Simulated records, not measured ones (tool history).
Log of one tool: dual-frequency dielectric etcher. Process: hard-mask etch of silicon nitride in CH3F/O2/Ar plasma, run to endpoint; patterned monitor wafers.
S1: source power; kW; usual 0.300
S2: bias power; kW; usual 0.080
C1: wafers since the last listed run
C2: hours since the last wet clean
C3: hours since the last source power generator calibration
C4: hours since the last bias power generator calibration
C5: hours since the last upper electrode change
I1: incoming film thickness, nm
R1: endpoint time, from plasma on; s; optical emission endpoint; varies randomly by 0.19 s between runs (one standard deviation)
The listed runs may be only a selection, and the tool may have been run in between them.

Run 1, hour 0.0: usual settings but S1 0.240 kW; C1 0; C2 200.1; C3 3142.6; C4 4949.9; C5 3222.1; I1 29.31. Result: R1 50.8 s.
Run 2, hour 8.7: usual settings; C1 140; C2 208.8; C3 3151.3; C4 4958.6; C5 3230.8; I1 29.23. Result: R1 47.8 s.
Run 3, hour 18.9: usual settings; C1 164; C2 219.0; C3 3161.5; C4 4968.8; C5 3241.0; I1 29.39. Result: R1 48.6 s.
Run 4, hour 33.7: usual settings; C1 238; C2 233.8; C3 3176.3; C4 4983.6; C5 3255.8; I1 28.85. Result: R1 47.3 s.
Run 5, hour 39.7: usual settings; C1 96; C2 239.8; C3 3182.3; C4 4989.6; C5 3261.8; I1 29.18. Result: R1 47.8 s.
Run 6, hour 53.7: usual settings; C1 225; C2 253.8; C3 3196.3; C4 5003.6; C5 3275.8; I1 29.02. Result: R1 47.5 s.
Run 7, hour 70.2: usual settings; C1 266; C2 270.3; C3 3212.8; C4 5020.1; C5 3292.3; I1 29.31. Result: R1 48.1 s.
Run 8, hour 82.5: usual settings; C1 198; C2 282.6; C3 3225.1; C4 5032.4; C5 3304.6; I1 29.21. Result: R1 48.1 s.
Run 9, hour 98.6: usual settings; C1 259; C2 298.7; C3 3241.2; C4 5048.5; C5 3320.7; I1 29.11. Result: R1 47.9 s.
At hour 129.2: upper electrode replaced.
At hour 131.2: source power generator calibrated.
Run 10, hour 131.7: usual settings; C1 115; C2 331.8; C3 0.5; C4 5081.6; C5 2.5; I1 29.23. Result: R1 48.3 s.
Run 11, hour 132.0: usual settings; C1 4; C2 332.1; C3 0.8; C4 5081.9; C5 2.8; I1 29.19. Result: R1 48.3 s.
Run 12, hour 147.2: usual settings; C1 245; C2 347.3; C3 16.0; C4 5097.1; C5 18.0; I1 29.07. Result: R1 48.3 s.
At hour 172.4: bias power generator calibrated.
Run 13, hour 172.9: usual settings but S1 0.240 kW, S2 0.089 kW; C1 350; C2 373.0; C3 41.7; C4 0.5; C5 43.7; I1 29.26. Result: R1 48.7 s.
Run 14, hour 178.6: usual settings but S2 0.072 kW; C1 91; C2 378.7; C3 47.4; C4 6.2; C5 49.4; I1 29.19. Result: R1 50.6 s.
Run 15, hour 191.4: usual settings but S1 0.230 kW, S2 0.074 kW; C1 206; C2 391.5; C3 60.2; C4 19.0; C5 62.2; I1 29.25. Result: R1 53.5 s.
At hour 217.4: wet clean of the chamber.
Run 16, hour 217.9: usual settings but S2 0.061 kW; C1 40; C2 0.5; C3 86.7; C4 45.5; C5 88.7; I1 29.26. Result: R1 52.2 s.
Run 17, hour 218.3: usual settings; C1 6; C2 0.9; C3 87.1; C4 45.9; C5 89.1; I1 29.34. Result: R1 47.0 s.
Run 18, hour 223.4: usual settings; C1 82; C2 6.0; C3 92.2; C4 51.0; C5 94.2; I1 29.18. Result: R1 46.8 s.
Run 19, hour 238.5: usual settings but S1 0.360 kW, S2 0.066 kW; C1 243; C2 21.1; C3 107.3; C4 66.1; C5 109.3; I1 29.39. Result: R1 48.8 s.
Run 20, hour 252.7: usual settings but S1 0.260 kW, S2 0.099 kW; C1 229; C2 35.3; C3 121.5; C4 80.3; C5 123.5; I1 29.26. Result: R1 44.9 s.
Run 21, hour 264.0: usual settings but S1 0.260 kW, S2 0.066 kW; C1 182; C2 46.6; C3 132.8; C4 91.6; C5 134.8; I1 29.09. Result: R1 52.5 s.
Run 22, hour 270.3: usual settings; C1 101; C2 52.9; C3 139.1; C4 97.9; C5 141.1; I1 29.14. Result: R1 46.8 s.
Run 23, hour 299.8: usual settings but S1 0.280 kW, S2 0.072 kW; C1 475; C2 82.4; C3 168.6; C4 127.4; C5 170.6; I1 29.07. Result: R1 50.0 s.
Run 24, hour 309.6: usual settings but S2 0.093 kW; C1 158; C2 92.2; C3 178.4; C4 137.2; C5 180.4; I1 29.20. Result: R1 44.3 s.

Pick out some run-to-run changes in R1. Of each, how much would a tool without hidden state show as well, from the settings, what came in and chance, and how much is left for the hidden state and any gauge scatter not in both results compared?
What the log doesn't record here: etch rate over this chamber's usual, %; source power that arrives over what is set, %; bias power that arrives over what is set, %.
Run 9 -> 10: upper electrode replaced, source power generator calibrated. R1 +0.4 s: hidden state +0.3, all else +0.1.
Run 15 -> 16: S1 0.230 -> 0.300, S2 0.074 -> 0.061, wet clean of the chamber. R1 -1.3 s: hidden state -2.1, all else +0.8.
Run 20 -> 21: S2 0.099 -> 0.066. R1 +7.6 s: hidden state +0.0, all else +7.6.
Run 21 -> 22: S1 0.260 -> 0.300, S2 0.066 -> 0.080. R1 -5.7 s: hidden state +0.0, all else -5.7.
